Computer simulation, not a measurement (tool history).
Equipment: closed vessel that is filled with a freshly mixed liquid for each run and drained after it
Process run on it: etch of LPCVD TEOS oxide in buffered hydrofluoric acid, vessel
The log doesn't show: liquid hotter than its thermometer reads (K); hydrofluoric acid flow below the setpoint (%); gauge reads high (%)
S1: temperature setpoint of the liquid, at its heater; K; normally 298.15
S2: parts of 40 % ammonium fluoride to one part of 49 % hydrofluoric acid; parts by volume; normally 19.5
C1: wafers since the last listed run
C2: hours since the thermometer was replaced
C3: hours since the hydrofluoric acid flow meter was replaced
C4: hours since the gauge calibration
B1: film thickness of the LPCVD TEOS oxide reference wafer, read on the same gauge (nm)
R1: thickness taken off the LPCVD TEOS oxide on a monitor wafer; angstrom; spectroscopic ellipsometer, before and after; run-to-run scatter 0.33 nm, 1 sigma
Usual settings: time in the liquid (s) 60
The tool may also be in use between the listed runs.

Run 1, day 0.000: usual settings but S1 295.15 K; C1 0; C2 560.2; C3 811.9; C4 185.6; B1 50.01. Result: R1 423.2 angstrom.
Run 2, day 0.508: usual settings but S1 295.15 K; C1 1050; C2 572.4; C3 824.1; C4 197.8; B1 50.00. Result: R1 415.6 angstrom.
At day 1.112: gauge calibrated.
Run 3, day 1.367: usual settings but S1 295.15 K; C1 1773; C2 593.0; C3 844.7; C4 6.1; B1 49.97. Result: R1 419.7 angstrom.
Run 4, day 2.600: usual settings; C1 2547; C2 622.6; C3 874.3; C4 35.7; B1 50.03. Result: R1 501.2 angstrom.
Run 5, day 3.600: usual settings; C1 2065; C2 646.6; C3 898.3; C4 59.7; B1 50.00. Result: R1 498.9 angstrom.
Run 6, day 4.517: usual settings; C1 1893; C2 668.6; C3 920.3; C4 81.7; B1 50.01. Result: R1 501.4 angstrom.
Run 7, day 5.129: usual settings; C1 1265; C2 683.3; C3 935.0; C4 96.4; B1 49.99. Result: R1 497.6 angstrom.
Run 8, day 6.383: usual settings; C1 2590; C2 713.4; C3 965.1; C4 126.5; B1 50.03. Result: R1 491.5 angstrom.
Run 9, day 7.150: usual settings but S1 296.65 K, S2 25.0 parts by volume; C1 1583; C2 731.8; C3 983.5; C4 144.9; B1 49.99. Result: R1 384.0 angstrom.
Run 10, day 8.479: usual settings but time in the liquid (s) 40; C1 2745; C2 763.7; C3 1015.4; C4 176.8; B1 49.98. Result: R1 325.7 angstrom.
Run 11, day 9.475: usual settings but S1 301.65 K, S2 24.5 parts by volume; C1 2057; C2 787.6; C3 1039.3; C4 200.7; B1 49.98. Result: R1 507.4 angstrom.
At day 9.521: hydrofluoric acid flow meter replaced.
Run 12, day 10.896: usual settings but S1 300.65 K; C1 2849; C2 821.7; C3 33.0; C4 234.8; B1 50.01. Result: R1 620.5 angstrom.
At day 11.392: gauge calibrated.
Run 13, day 11.662: usual settings; C1 1583; C2 840.1; C3 51.4; C4 6.5; B1 49.99. Result: R1 534.7 angstrom.

Run 14 has not been measured yet. What should we expect?
At day 12.417: thermometer replaced.
Run 14, day 12.754: usual settings but time in the liquid (s) 80; C1 2169; C2 8.1; C3 77.6; C4 32.7; B1 ?. Result: R1 ?.

B1: 50.00
R1: 671.3 angstrom
Take away the tool's hidden state, keep the run-to-run variation as it was, and the same run would have given R1 687.0 angstrom.
